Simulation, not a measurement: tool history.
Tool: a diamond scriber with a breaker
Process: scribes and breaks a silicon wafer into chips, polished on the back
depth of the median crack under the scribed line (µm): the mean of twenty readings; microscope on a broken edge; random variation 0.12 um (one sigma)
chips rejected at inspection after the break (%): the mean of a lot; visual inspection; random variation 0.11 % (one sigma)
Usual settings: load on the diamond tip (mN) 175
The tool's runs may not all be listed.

| run | hour | load on the diamond tip (mN) | wafers since the last listed run | hours since the diamond tip was replaced | hours since the load on the tip was calibrated | incoming depth of the damage left on the back of the incoming wafer, um | depth of the median crack under the scribed line (µm) | chips rejected at inspection after the break (%) |
|---|---|---|---|---|---|---|---|---|
| 1 | 0.0 | 175 | 0 | 425.3 | 313.2 | 0.03 | 7.41 | 5.64 |
| 2 | 29.8 | 175 | 250 | 455.1 | 343.0 | 0.04 | 7.37 | 5.77 |
| 3 | 45.2 | 175 | 129 | 470.5 | 358.4 | 0.02 | 7.17 | 6.27 |
| 4 | 81.0 | 205 | 301 | 506.3 | 394.2 | 0.05 | 8.13 | 2.88 |
| 5 | 112.2 | 205 | 262 | 537.5 | 425.4 | 0.01 | 8.03 | 3.17 |
| 6 | 136.7 | 205 | 206 | 562.0 | 449.9 | 0.04 | 8.11 | 3.31 |
| 7 | 152.6 | 161 | 133 | 577.9 | 465.8 | 0.02 | 6.64 | 11.11 |
| 8 | 176.4 | 175 | 200 | 601.7 | 489.6 | 0.04 | 6.95 | 8.38 |
| 9 | 209.9 | 159 | 282 | 635.2 | 523.1 | 0.05 | 6.53 | 11.84 |
| 10 | 225.3 | 216 | 129 | 650.6 | 538.5 | 0.01 | 8.17 | 2.70 |
|  | 250.0 | load on the tip recalibrated |
| 11 | 260.2 | 221 | 277 | 685.5 | 10.2 | 0.05 | 9.23 | 2.39 |
| 12 | 286.0 | 202 | 217 | 711.3 | 36.0 | 0.04 | 8.54 | 2.17 |
| 13 | 313.5 | 158 | 231 | 738.8 | 63.5 | 0.02 | 7.09 | 7.39 |
|  | 350.9 | diamond tip replaced by a new one |
| 14 | 351.4 | 175 | 302 | 0.5 | 101.4 | 0.04 | 8.25 | 2.48 |
| 15 | 452.6 | 213 | 852 | 101.7 | 202.6 | 0.03 | 9.33 | 2.20 |
| 16 | 470.3 | 175 | 149 | 119.4 | 220.3 | 0.02 | 8.08 | 3.11 |
| 17 | 498.3 | 175 | 235 | 147.4 | 248.3 | 0.05 | 7.77 | 3.17 |
| 18 | 522.0 | 132 | 199 | 171.1 | 272.0 | 0.05 | 6.42 | 12.74 |
| 19 | 537.6 | 175 | 131 | 186.7 | 287.6 | 0.04 | 7.69 | 3.67 |

5 ways to go on from here, each from the tool as it stands after run 19. What would each give?
| A | 538.1 | 175 | 4 | 187.2 | 288.1 | 0.04 | ? | ? |
| B | 538.1 | 141 | 4 | 187.2 | 288.1 | 0.04 | ? | ? |
| C | 538.1 | 200 | 4 | 187.2 | 288.1 | 0.04 | ? | ? |
| D | 538.1 | 196 | 4 | 187.2 | 288.1 | 0.04 | ? | ? |
| E | 538.1 | 127 | 4 | 187.2 | 288.1 | 0.04 | ? | ? |

| run | depth of the median crack under the scribed line (µm) | chips rejected at inspection after the break (%) |
|---|---|---|
| A | 7.94 | 3.73 |
| B | 6.79 | 10.33 |
| C | 8.73 | 2.11 |
| D | 8.61 | 2.23 |
| E | 6.29 | 15.13 |
Without the tool's hidden state the same runs would have given:
| run | depth of the median crack under the scribed line (µm) | chips rejected at inspection after the break (%) |
|---|---|---|
| A | 9.02 | 2.00 |
| B | 7.71 | 4.61 |
| C | 9.92 | 2.98 |
| D | 9.78 | 2.71 |
| E | 7.14 | 7.71 |

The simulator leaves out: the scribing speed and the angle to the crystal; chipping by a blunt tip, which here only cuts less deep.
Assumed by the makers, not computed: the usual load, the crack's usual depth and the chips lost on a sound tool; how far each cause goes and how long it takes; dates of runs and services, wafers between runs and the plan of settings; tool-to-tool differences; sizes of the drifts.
